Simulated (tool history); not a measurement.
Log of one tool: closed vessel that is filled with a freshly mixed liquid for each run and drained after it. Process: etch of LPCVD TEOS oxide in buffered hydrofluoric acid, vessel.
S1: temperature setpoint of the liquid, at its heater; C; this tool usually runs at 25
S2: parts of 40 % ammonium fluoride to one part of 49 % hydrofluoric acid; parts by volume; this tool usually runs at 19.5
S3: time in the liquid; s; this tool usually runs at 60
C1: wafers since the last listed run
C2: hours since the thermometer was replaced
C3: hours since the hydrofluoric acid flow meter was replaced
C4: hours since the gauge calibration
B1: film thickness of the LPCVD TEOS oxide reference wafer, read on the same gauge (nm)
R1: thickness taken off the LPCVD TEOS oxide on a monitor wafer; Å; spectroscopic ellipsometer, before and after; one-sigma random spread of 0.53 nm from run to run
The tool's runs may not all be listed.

| run | day | S1 | S2 | S3 | C1 | C2 | C3 | C4 | B1 | R1 |
|---|---|---|---|---|---|---|---|---|---|---|
| 1 | 0 | 25 | 19.5 | 60 | 0 | 696.1 | 1620.6 | 1.2 | 90.04 | 777.8 |
| 2 | 1.383 | 25 | 19.5 | 60 | 4288 | 729.3 | 1653.8 | 34.4 | 90.02 | 779.2 |
| 3 | 2.55 | 25 | 19.5 | 60 | 3616 | 757.3 | 1681.8 | 62.4 | 90.02 | 784.8 |
| 4 | 3.821 | 25 | 19.5 | 60 | 3939 | 787.8 | 1712.3 | 92.9 | 89.97 | 784.7 |
| 5 | 5.108 | 25 | 19.5 | 60 | 3991 | 818.7 | 1743.2 | 123.8 | 89.98 | 777.5 |
| 6 | 6.492 | 25 | 19.5 | 60 | 4288 | 851.9 | 1776.4 | 157 | 90.05 | 791 |
|  | 6.55 | hydrofluoric acid flow meter replaced |
| 7 | 7.067 | 25 | 14 | 60 | 1653 | 865.7 | 12.4 | 170.8 | 89.98 | 1101.5 |
| 8 | 7.721 | 25 | 14 | 60 | 2028 | 881.4 | 28.1 | 186.5 | 89.97 | 1108 |
|  | 8.717 | thermometer replaced |
| 9 | 8.754 | 21 | 23 | 70 | 3074 | 0.9 | 52.9 | 211.3 | 89.98 | 597.2 |
| 10 | 9.517 | 25 | 19.5 | 60 | 2363 | 19.2 | 71.2 | 229.6 | 90.02 | 721.7 |
|  | 9.775 | gauge calibrated |
| 11 | 10.288 | 25 | 23 | 80 | 2389 | 37.7 | 89.7 | 12.3 | 89.97 | 866.8 |
| 12 | 11.233 | 25 | 14 | 60 | 2932 | 60.4 | 112.4 | 35 | 89.96 | 1005.6 |
| 13 | 12.225 | 21.5 | 19.5 | 60 | 3074 | 84.2 | 136.2 | 58.8 | 89.96 | 606.8 |
| 14 | 13.046 | 25 | 15 | 60 | 2544 | 103.9 | 155.9 | 78.5 | 90.03 | 964.3 |
| 15 | 13.558 | 23.5 | 19.5 | 60 | 1588 | 116.2 | 168.2 | 90.8 | 90 | 668.4 |
| 16 | 14.671 | 27 | 23.5 | 30 | 3449 | 142.9 | 194.9 | 117.5 | 89.99 | 362.6 |
| 17 | 15.838 | 22.5 | 13.5 | 50 | 3616 | 170.9 | 222.9 | 145.5 | 90.03 | 772.4 |

4 ways to go on from here, each from the tool as it stands after run 17. What would each give?
| A | 15.867 | 25 | 19.5 | 60 | 90 | 171.6 | 223.6 | 146.2 | ? | ? |
| B | 15.867 | 25 | 16 | 60 | 90 | 171.6 | 223.6 | 146.2 | ? | ? |
| C | 15.867 | 20.5 | 11.5 | 60 | 90 | 171.6 | 223.6 | 146.2 | ? | ? |
| D | 15.867 | 27.5 | 26 | 60 | 90 | 171.6 | 223.6 | 146.2 | ? | ? |

| run | B1 | R1 |
|---|---|---|
| A | 89.97 | 745.4 |
| B | 89.97 | 905.7 |
| C | 89.97 | 978.2 |
| D | 89.97 | 694.9 |
Take away the tool's hidden state, keep each run's random variation, and the runs would have read:
| run | R1 |
|---|---|
| A | 722.3 |
| B | 877.7 |
| C | 947.1 |
| D | 673.6 |
